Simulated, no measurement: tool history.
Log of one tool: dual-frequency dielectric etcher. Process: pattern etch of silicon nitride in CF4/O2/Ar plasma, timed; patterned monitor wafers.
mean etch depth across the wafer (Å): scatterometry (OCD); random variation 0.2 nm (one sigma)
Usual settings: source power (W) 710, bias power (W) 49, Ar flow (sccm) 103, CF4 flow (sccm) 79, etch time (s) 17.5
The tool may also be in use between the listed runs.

| run | hour | source power (W) | bias power (W) | Ar flow (sccm) | CF4 flow (sccm) | etch time (s) | wafers since the last listed run | hours since the last wet clean | hours since the last source power generator calibration | hours since the last bias power generator calibration | hours since the last Ar flow controller change | hours since the last CF4 flow controller change | hours since the last upper electrode change | hours since the gauge calibration | read-back reference wafer on the same gauge, depth_nm | mean etch depth across the wafer (Å) |
|---|---|---|---|---|---|---|---|---|---|---|---|---|---|---|---|---|
| 1 | 0 | 710 | 49 | 103 | 79 | 17.5 | 0 | 486.1 | 1553.1 | 3123.4 | 350.2 | 1819.8 | 4808.5 | 1406.4 | 34.7 | 384.2 |
|  | 62.3 | wet clean of the chamber |
|  | 78.3 | upper electrode replaced |
| 2 | 78.8 | 710 | 49 | 103 | 94 | 17.5 | 787 | 16.5 | 1631.9 | 3202.2 | 429 | 1898.6 | 0.5 | 1485.2 | 34.7 | 401.8 |
| 3 | 92.9 | 710 | 49 | 103 | 79 | 17.5 | 285 | 30.6 | 1646 | 3216.3 | 443.1 | 1912.7 | 14.6 | 1499.3 | 34.72 | 381.8 |
|  | 166.1 | bias power generator calibrated |
|  | 267.7 | gauge calibrated |
|  | 269.5 | source power generator calibrated |
| 4 | 270.9 | 710 | 49 | 103 | 79 | 17.5 | 3446 | 208.6 | 1.4 | 104.8 | 621.1 | 2090.7 | 192.6 | 3.2 | 34.71 | 384.6 |
| 5 | 331 | 800 | 49 | 120 | 79 | 15.5 | 1218 | 268.7 | 61.5 | 164.9 | 681.2 | 2150.8 | 252.7 | 63.3 | 34.74 | 375.9 |
| 6 | 376.7 | 710 | 49 | 78 | 71 | 17.5 | 926 | 314.4 | 107.2 | 210.6 | 726.9 | 2196.5 | 298.4 | 109 | 34.7 | 388.3 |
| 7 | 418.2 | 880 | 49 | 103 | 79 | 17.5 | 841 | 355.9 | 148.7 | 252.1 | 768.4 | 2238 | 339.9 | 150.5 | 34.74 | 473.1 |
| 8 | 455.6 | 630 | 55 | 86 | 79 | 14.5 | 758 | 393.3 | 186.1 | 289.5 | 805.8 | 2275.4 | 377.3 | 187.9 | 34.7 | 296.2 |
|  | 508.1 | wet clean of the chamber |
| 9 | 508.6 | 710 | 49 | 103 | 79 | 17.5 | 587 | 0.5 | 239.1 | 342.5 | 858.8 | 2328.4 | 430.3 | 240.9 | 34.69 | 386.4 |
|  | 635.6 | CF4 flow controller replaced |
| 10 | 700.7 | 710 | 45 | 103 | 79 | 17.5 | 3773 | 192.6 | 431.2 | 534.6 | 1050.9 | 65.1 | 622.4 | 433 | 34.7 | 379.2 |
| 11 | 753.1 | 710 | 49 | 103 | 79 | 17.5 | 1062 | 245 | 483.6 | 587 | 1103.3 | 117.5 | 674.8 | 485.4 | 34.72 | 386.3 |
| 12 | 820 | 710 | 49 | 103 | 79 | 17.5 | 1356 | 311.9 | 550.5 | 653.9 | 1170.2 | 184.4 | 741.7 | 552.3 | 34.67 | 386.9 |
| 13 | 886.9 | 710 | 49 | 103 | 79 | 14.5 | 1356 | 378.8 | 617.4 | 720.8 | 1237.1 | 251.3 | 808.6 | 619.2 | 34.68 | 319 |
| 14 | 942.1 | 710 | 49 | 103 | 84 | 20.5 | 1119 | 434 | 672.6 | 776 | 1292.3 | 306.5 | 863.8 | 674.4 | 34.68 | 454.9 |
|  | 984.8 | wet clean of the chamber |
| 15 | 1024.7 | 710 | 49 | 103 | 79 | 17.5 | 1188 | 39.9 | 755.2 | 858.6 | 1374.9 | 389.1 | 946.4 | 757 | 34.69 | 388.1 |
| 16 | 1093.2 | 600 | 49 | 78 | 60 | 17.5 | 1388 | 108.4 | 823.7 | 927.1 | 1443.4 | 457.6 | 1014.9 | 825.5 | 34.7 | 313.4 |
| 17 | 1135.2 | 710 | 49 | 103 | 79 | 17.5 | 851 | 150.4 | 865.7 | 969.1 | 1485.4 | 499.6 | 1056.9 | 867.5 | 34.71 | 385.2 |
| 18 | 1194 | 820 | 49 | 119 | 79 | 14 | 1192 | 209.2 | 924.5 | 1027.9 | 1544.2 | 558.4 | 1115.7 | 926.3 | 34.7 | 349.9 |
| 19 | 1258.9 | 710 | 49 | 77 | 79 | 17.5 | 1315 | 274.1 | 989.4 | 1092.8 | 1609.1 | 623.3 | 1180.6 | 991.2 | 34.7 | 399.4 |
| 20 | 1317.5 | 710 | 49 | 103 | 79 | 19 | 1188 | 332.7 | 1048 | 1151.4 | 1667.7 | 681.9 | 1239.2 | 1049.8 | 34.75 | 418.9 |
| 21 | 1373 | 710 | 49 | 103 | 79 | 15.5 | 1125 | 388.2 | 1103.5 | 1206.9 | 1723.2 | 737.4 | 1294.7 | 1105.3 | 34.69 | 338.2 |

4 ways to go on from here, each from the tool as it stands after run 21. What would each give?
| A | 1373.4 | 710 | 49 | 103 | 69 | 17.5 | 8 | 388.6 | 1103.9 | 1207.3 | 1723.6 | 737.8 | 1295.1 | 1105.7 | ? | ? |
| B | 1373.4 | 590 | 49 | 92 | 61 | 17.5 | 8 | 388.6 | 1103.9 | 1207.3 | 1723.6 | 737.8 | 1295.1 | 1105.7 | ? | ? |
| C | 1373.4 | 710 | 49 | 80 | 99 | 17.5 | 8 | 388.6 | 1103.9 | 1207.3 | 1723.6 | 737.8 | 1295.1 | 1105.7 | ? | ? |
| D | 1373.4 | 710 | 49 | 103 | 88 | 20 | 8 | 388.6 | 1103.9 | 1207.3 | 1723.6 | 737.8 | 1295.1 | 1105.7 | ? | ? |

| run | read-back reference wafer on the same gauge, depth_nm | mean etch depth across the wafer (Å) |
|---|---|---|
| A | 34.69 | 371.4 |
| B | 34.69 | 303.6 |
| C | 34.69 | 412.9 |
| D | 34.69 | 448.9 |
Without the tool's hidden state the same runs would have given:
| run | mean etch depth across the wafer (Å) |
|---|---|
| A | 371.4 |
| B | 303.6 |
| C | 412.9 |
| D | 448.9 |
